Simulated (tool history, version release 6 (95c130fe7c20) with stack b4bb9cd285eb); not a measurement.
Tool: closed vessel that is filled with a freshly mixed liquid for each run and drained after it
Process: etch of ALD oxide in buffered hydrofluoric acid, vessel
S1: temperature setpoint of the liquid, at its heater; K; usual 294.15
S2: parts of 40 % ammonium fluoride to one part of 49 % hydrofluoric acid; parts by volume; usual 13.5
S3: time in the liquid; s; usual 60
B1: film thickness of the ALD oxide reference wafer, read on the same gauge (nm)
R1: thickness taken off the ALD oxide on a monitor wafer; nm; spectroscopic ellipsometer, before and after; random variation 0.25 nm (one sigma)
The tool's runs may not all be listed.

run     day      S1    S2  S3      B1      R1
  1       0  294.15  13.5  80  152.32   85.95
  2   2.279  294.15  13.5  80  152.46    85.9
  3   3.717  294.15  13.5  80  152.57   85.54
  4    11.8  294.15  13.5  60  153.08   64.58
  5  13.642  294.15  13.5  60   153.2   64.56
  6  16.533  294.15  13.5  60  153.36   64.52
  7  18.371  294.15  13.5  60  153.49   64.51
  8  19.583  291.65  13.5  60  153.56   56.51
  9  22.262  291.65  13.5  60  153.72   56.32
 10  23.704  291.65  13.5  60  153.81    56.6
     24.008  -- hydrofluoric acid flow meter replaced
 11  26.146  294.15  13.5  60  153.99   64.63
     28.108  -- gauge calibrated
 12  28.254  292.15  13.5  90  149.62   84.18
 13    30.4  294.15  13.5  60  149.77   62.83
 14  32.671  294.15  13.5  60  149.87   63.49
 15   35.65  294.15  13.5  60  150.09   63.67
 16  38.058  294.15  13.5  85  150.22   89.64
 17  39.496  294.15  13.5  60  150.33   62.74
     41.262  -- thermometer replaced
 18  41.804  296.65  13.5  60  150.47   72.91
 19    44.5  290.15    16  85  150.64   60.66
 20  46.942  297.65    16  60  150.79   65.12
 21  48.779  290.15    12  70   150.9   66.47
 22  50.696  296.15   9.5  60  151.03   99.04
 23  53.675  292.65  13.5  60  151.22   58.59
 24  56.025  296.15     8  70  151.37  135.22
 25   61.25  297.15  10.5  70   151.7  111.61
 26  62.408  294.15  13.5  60  151.74   64.08
 27  64.954  294.15  13.5  60  151.92   64.32
 28  66.467  297.65  11.5  45  152.01   68.29
 29  68.758  294.15    16  60  152.17   54.26
 30  71.521  294.15    19  60  152.33   45.73
 31  73.246  291.15    17  35  152.45   25.19
 32  75.621  294.15  13.5  75  152.58   80.55
     80.783  -- hydrofluoric acid flow meter replaced
 33  81.983  290.15    10  95  152.97  108.72
 34   83.15  297.65  15.5  50  153.08   56.97

The same runs without the tool's hidden state, with the same run-to-run variation:
The hidden state here: liquid colder than its thermometer reads (K); hydrofluoric acid flow below the setpoint (%); gauge reads high (%).
run      R1
  1   84.64
  2   84.51
  3   84.11
  4   63.28
  5   63.21
  6    63.1
  7   63.04
  8    55.2
  9   54.95
 10   55.19
 11   62.96
 12    84.4
 13   62.93
 14   63.54
 15   63.64
 16    89.5
 17    62.6
 18   72.69
 19    60.4
 20   64.78
 21   66.07
 22   98.37
 23   58.12
 24  134.01
 25  110.38
 26   63.34
 27   63.51
 28   67.39
 29   53.49
 30   45.03
 31   24.78
 32   79.18
 33   106.6
 34   55.83
